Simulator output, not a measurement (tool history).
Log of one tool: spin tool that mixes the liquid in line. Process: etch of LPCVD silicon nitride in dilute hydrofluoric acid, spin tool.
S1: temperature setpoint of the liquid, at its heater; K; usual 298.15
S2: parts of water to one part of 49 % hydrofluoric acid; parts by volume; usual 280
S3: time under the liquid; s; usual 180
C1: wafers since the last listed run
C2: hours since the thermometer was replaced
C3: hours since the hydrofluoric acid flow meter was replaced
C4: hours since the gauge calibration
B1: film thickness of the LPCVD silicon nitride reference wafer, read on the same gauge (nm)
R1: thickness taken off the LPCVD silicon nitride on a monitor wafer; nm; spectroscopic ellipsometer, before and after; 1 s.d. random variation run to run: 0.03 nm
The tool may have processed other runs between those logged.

run,hour,S1,S2,S3,C1,C2,C3,C4,B1,R1
1,0.0,298.15,280,135,0,526.8,300.1,394.6,90.007,0.264
2,183.7,298.15,280,135,958,710.5,483.8,578.3,90.024,0.256
3,221.8,298.15,280,180,198,748.6,521.9,616.4,89.969,0.306
4,251.7,298.15,280,180,156,778.5,551.8,646.3,90.062,0.331
5,306.8,298.15,280,180,287,833.6,606.9,701.4,90.023,0.275
6,371.1,298.15,280,180,335,897.9,671.2,765.7,89.987,0.329
7,430.9,298.15,280,180,312,957.7,731.0,825.5,89.971,0.322
8,502.0,298.15,280,180,371,1028.8,802.1,896.6,90.003,0.371
9,562.4,300.65,280,180,315,1089.2,862.5,957.0,89.975,0.391
10,617.2,298.15,280,180,286,1144.0,917.3,1011.8,89.972,0.357
# hour 636.3: thermometer replaced
11,677.4,298.15,280,180,309,41.1,977.5,1072.0,89.959,0.351
12,742.7,298.15,280,180,340,106.4,1042.8,1137.3,90.016,0.338
13,802.7,298.15,280,180,313,166.4,1102.8,1197.3,90.015,0.345
14,836.6,301.65,395,265,176,200.3,1136.7,1231.2,89.950,0.393
# hour 862.7: hydrofluoric acid flow meter replaced
15,872.5,300.15,145,180,182,236.2,9.8,1267.1,89.990,0.701
16,932.6,298.15,390,180,313,296.3,69.9,1327.2,90.017,0.273

The next listed run, before its measurement:
17,998.6,302.15,215,125,344,362.3,135.9,1393.2,?,?

Run 17 came out at B1 90.005, R1 0.325 nm.
With the hidden condition absent and the run-to-run variation left alone, this run would have shown R1 0.325 nm.
